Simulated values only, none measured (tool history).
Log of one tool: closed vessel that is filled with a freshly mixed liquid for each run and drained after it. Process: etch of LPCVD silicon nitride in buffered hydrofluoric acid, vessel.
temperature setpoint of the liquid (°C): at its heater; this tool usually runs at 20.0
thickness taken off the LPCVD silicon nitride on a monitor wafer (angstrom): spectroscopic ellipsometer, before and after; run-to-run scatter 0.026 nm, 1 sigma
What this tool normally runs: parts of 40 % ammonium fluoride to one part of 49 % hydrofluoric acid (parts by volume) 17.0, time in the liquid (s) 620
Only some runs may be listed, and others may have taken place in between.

| run | day | temperature setpoint of the liquid (°C) | parts of 40 % ammonium fluoride to one part of 49 % hydrofluoric acid (parts by volume) | time in the liquid (s) | wafers since the last listed run | hours since the thermometer was replaced | hours since the hydrofluoric acid flow meter was replaced | hours since the gauge calibration | read-back film thickness of the LPCVD silicon nitride reference wafer, read on the same gauge (nm) | thickness taken off the LPCVD silicon nitride on a monitor wafer (angstrom) |
|---|---|---|---|---|---|---|---|---|---|---|
| 1 | 0.000 | 18.5 | 17.0 | 620 | 0 | 472.0 | 1387.9 | 305.6 | 90.011 | 42.25 |
| 2 | 1.488 | 20.0 | 17.0 | 390 | 2260 | 507.7 | 1423.6 | 341.3 | 90.043 | 29.23 |
| 3 | 2.471 | 20.0 | 17.0 | 390 | 1494 | 531.3 | 1447.2 | 364.9 | 89.987 | 29.29 |
| 4 | 3.646 | 20.0 | 17.0 | 390 | 1785 | 559.5 | 1475.4 | 393.1 | 89.989 | 29.39 |
|  | 4.754 | thermometer replaced |
| 5 | 6.742 | 20.0 | 17.0 | 620 | 4641 | 47.7 | 1549.7 | 467.4 | 90.002 | 46.36 |
| 6 | 7.892 | 20.0 | 17.0 | 620 | 1747 | 75.3 | 1577.3 | 495.0 | 90.015 | 46.15 |
| 7 | 10.267 | 20.0 | 17.0 | 620 | 3609 | 132.3 | 1634.3 | 552.0 | 89.973 | 46.29 |
| 8 | 10.850 | 20.0 | 22.0 | 620 | 886 | 146.3 | 1648.3 | 566.0 | 90.041 | 36.09 |
| 9 | 11.892 | 20.0 | 22.0 | 620 | 1582 | 171.3 | 1673.3 | 591.0 | 90.004 | 36.06 |
| 10 | 12.396 | 20.0 | 17.0 | 620 | 766 | 183.4 | 1685.4 | 603.1 | 90.005 | 46.56 |
|  | 13.400 | hydrofluoric acid flow meter replaced |
| 11 | 13.700 | 20.0 | 17.0 | 540 | 1918 | 214.7 | 7.2 | 634.4 | 90.048 | 36.10 |
| 12 | 14.262 | 20.0 | 17.0 | 540 | 854 | 228.2 | 20.7 | 647.9 | 90.016 | 36.55 |
| 13 | 14.946 | 18.5 | 20.0 | 365 | 1038 | 244.6 | 37.1 | 664.3 | 89.979 | 19.40 |
|  | 16.333 | gauge calibrated |
| 14 | 19.317 | 20.0 | 17.0 | 390 | 6641 | 349.5 | 142.0 | 71.6 | 90.012 | 26.65 |
| 15 | 20.421 | 17.0 | 20.5 | 920 | 1677 | 376.0 | 168.5 | 98.1 | 90.024 | 43.90 |
| 16 | 21.812 | 20.0 | 12.0 | 620 | 2114 | 409.4 | 201.9 | 131.5 | 89.996 | 59.42 |
| 17 | 22.846 | 21.5 | 14.0 | 620 | 1570 | 434.2 | 226.7 | 156.3 | 89.988 | 55.32 |
| 18 | 23.733 | 20.0 | 17.0 | 390 | 1348 | 455.5 | 248.0 | 177.6 | 90.011 | 26.55 |
|  | 24.562 | thermometer replaced |
| 19 | 25.104 | 20.0 | 17.0 | 620 | 2019 | 13.0 | 280.9 | 210.5 | 90.015 | 42.27 |
| 20 | 26.446 | 24.0 | 22.0 | 620 | 2038 | 45.2 | 313.1 | 242.7 | 90.017 | 41.83 |
| 21 | 27.567 | 20.0 | 19.5 | 620 | 1703 | 72.1 | 340.0 | 269.6 | 89.998 | 37.27 |
| 22 | 28.488 | 17.0 | 22.5 | 435 | 1399 | 94.2 | 362.1 | 291.7 | 90.001 | 19.88 |
| 23 | 29.762 | 18.0 | 12.5 | 915 | 1937 | 124.8 | 392.7 | 322.3 | 89.984 | 75.56 |
| 24 | 31.254 | 18.0 | 21.0 | 620 | 2266 | 160.6 | 428.5 | 358.1 | 89.996 | 31.41 |

3 options for the next run, each taken on its own from the tool as it stands now. Forecast them:
| A | 31.288 | 23.5 | 17.0 | 620 | 50 | 161.4 | 429.3 | 358.9 | ? | ? |
| B | 31.288 | 20.0 | 17.0 | 740 | 50 | 161.4 | 429.3 | 358.9 | ? | ? |
| C | 31.288 | 20.0 | 17.0 | 875 | 50 | 161.4 | 429.3 | 358.9 | ? | ? |

| run | read-back film thickness of the LPCVD silicon nitride reference wafer, read on the same gauge (nm) | thickness taken off the LPCVD silicon nitride on a monitor wafer (angstrom) |
|---|---|---|
| A | 89.992 | 51.67 |
| B | 89.992 | 50.79 |
| C | 89.992 | 60.06 |
With the hidden condition removed and each run's random variation left untouched, the same runs would have given:
| run | thickness taken off the LPCVD silicon nitride on a monitor wafer (angstrom) |
|---|---|
| A | 50.02 |
| B | 49.17 |
| C | 58.14 |

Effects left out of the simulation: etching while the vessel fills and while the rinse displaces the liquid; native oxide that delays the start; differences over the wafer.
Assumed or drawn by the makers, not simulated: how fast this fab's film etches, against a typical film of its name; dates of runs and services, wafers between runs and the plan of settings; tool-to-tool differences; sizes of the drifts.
